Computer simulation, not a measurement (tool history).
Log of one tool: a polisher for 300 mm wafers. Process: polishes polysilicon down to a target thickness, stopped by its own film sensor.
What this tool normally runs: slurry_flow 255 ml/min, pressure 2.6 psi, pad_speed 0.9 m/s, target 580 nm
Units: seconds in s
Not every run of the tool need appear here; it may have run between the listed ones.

run   hour  slurry_flow  pressure  pad_speed  target  wafers since the last listed run  wafers polished on this pad  hours since the slurry nozzle was cleaned  hours since the head pressure was calibrated  incoming thickness of the incoming film, nm  seconds
  1      0          255       2.6        0.9     580                                 0                         1991                                      372.1                                           615                                        977.3     70.3
  2   20.4          255       2.6        0.9     580                               248                         2240                                      392.5                                         635.4                                        969.7     70.6
  3     55          200       2.6        0.9     677                               422                         2662                                      427.1                                           670                                        964.6     54.5
  4   83.4          200       2.6        0.9     677                               346                         3009                                      455.5                                         698.4                                        940.9     49.7
      91.5  -- worn pad replaced by a new one
  5  112.9          200       2.6        0.9     677                               311                          261                                        485                                         727.9                                        958.1     49.9
  6    133          255       2.6        0.9     580                               245                          506                                      505.1                                           748                                        953.5     65.4
  7  164.6          255       2.6        0.9     580                               385                          891                                      536.7                                         779.6                                        951.7     64.6
     181.6  -- slurry nozzle cleaned
  8  182.1          255       1.9        0.9     580                               201                         1093                                        0.5                                         797.1                                          944     87.8
  9  208.6          255       1.9        0.9     580                               323                         1416                                         27                                         823.6                                        950.2     88.8
 10  240.2          255       2.6        0.9     580                               385                         1802                                       58.6                                         855.2                                        966.7     69.1
 11  253.5          255       2.6        0.9     580                               162                         1964                                       71.9                                         868.5                                        949.3     65.2
 12  268.4          255       2.1        0.9     580                               181                         2146                                       86.8                                         883.4                                        968.1     87.8
 13  281.2          255         3       1.16     580                               156                         2302                                       99.6                                         896.2                                        942.5       44
 14  307.6          255       2.1        0.9     580                               322                         2624                                        126                                         922.6                                        973.5     88.7
     334.9  -- worn pad replaced by a new one
 15  335.4          255       2.6       0.72     462                               290                            6                                      153.8                                         950.4                                        971.5    108.6
 16  352.4          255       2.6        0.9     580                               207                          213                                      170.8                                         967.4                                        956.8     64.6
 17  376.5          255       2.6        0.9     580                               294                          507                                      194.9                                         991.5                                        959.2     65.1
 18  388.9          255       1.8        0.7     580                               151                          659                                      207.3                                        1003.9                                        966.2    120.9
     402.9  -- head pressure recalibrated
 19  405.8          255       2.6        0.9     486                               181                          841                                      224.2                                           2.9                                        959.5     81.6
 20  427.1          290       2.1        0.9     702                               259                         1100                                      245.5                                          24.2                                        972.5     56.9
 21  446.6          255       2.1        0.9     580                               237                         1338                                        265                                          43.7                                        971.8     84.8
 22  472.9          255       2.6        0.9     580                               320                         1659                                      291.3                                            70                                        943.7     63.6
 23  492.1          310       3.4        0.9     538                               234                         1893                                      310.5                                          89.2                                        960.6     56.1
 24  508.9          225       2.6        0.9     580                               204                         2098                                      327.3                                           106                                        950.2     66.9
 25  608.6          330       2.1        0.9     580                              1216                         3315                                        427                                         205.7                                        969.2     88.5
     619.9  -- worn pad replaced by a new one
 26  623.3          325       2.6        0.9     580                               130                           40                                      441.7                                         220.4                                        969.2     65.7
 27    643          305       2.6       0.66     479                               240                          281                                      461.4                                         240.1                                        956.3    111.5
 28    676          255       2.6        0.9     700                               402                          683                                      494.4                                         273.1                                        973.6     47.3
 29  695.2          310       2.6       0.66     470                               234                          918                                      513.6                                         292.3                                        960.1    114.4
 30  721.2          255       2.6        0.9     580                               317                         1235                                      539.6                                         318.3                                          966     67.4
     737.1  -- slurry nozzle cleaned
 31  737.9          255       2.6        0.9     580                               191                         1426                                        0.8                                           335                                        965.8     67.8
 32  750.9          255       2.6        0.9     516                               158                         1585                                       13.8                                           348                                        956.2     78.1
 33  792.9          255       1.9        0.9     690                               512                         2098                                       55.8                                           390                                          951       64
 34  870.7          195       1.9        0.9     580                               949                         3047                                      133.6                                         467.8                                        959.4     98.7
     874.9  -- worn pad replaced by a new one
 35  889.5          255       3.1        0.9     696                               180                          178                                      152.4                                         486.6                                        954.1       38
 36  916.4          180       2.6        0.7     580                               328                          506                                      179.3                                         513.5                                        966.9     89.9
 37  929.1          195       2.3       0.68     657                               154                          661                                        192                                         526.2                                        961.2     81.4

Here are 4 independent what-if runs from the current tool condition. What would each one return?
  A  929.5          255       2.6        0.9     580                                 4                          666                                      192.4                                         526.6                                        953.6        ?
  B  929.5          320       2.6       1.06     580                                 4                          666                                      192.4                                         526.6                                        953.6        ?
  C  929.5          255       3.3       0.72     580                                 4                          666                                      192.4                                         526.6                                        953.6        ?
  D  929.5          255       2.3        1.1     580                                 4                          666                                      192.4                                         526.6                                        953.6        ?

run  seconds
  A     65.4
  B     54.5
  C     64.4
  D     60.5
The same runs, with their run-to-run variation unchanged, on a tool lacking any hidden condition would have given:
run  seconds
  A     64.2
  B     53.5
  C     63.2
  D     59.4

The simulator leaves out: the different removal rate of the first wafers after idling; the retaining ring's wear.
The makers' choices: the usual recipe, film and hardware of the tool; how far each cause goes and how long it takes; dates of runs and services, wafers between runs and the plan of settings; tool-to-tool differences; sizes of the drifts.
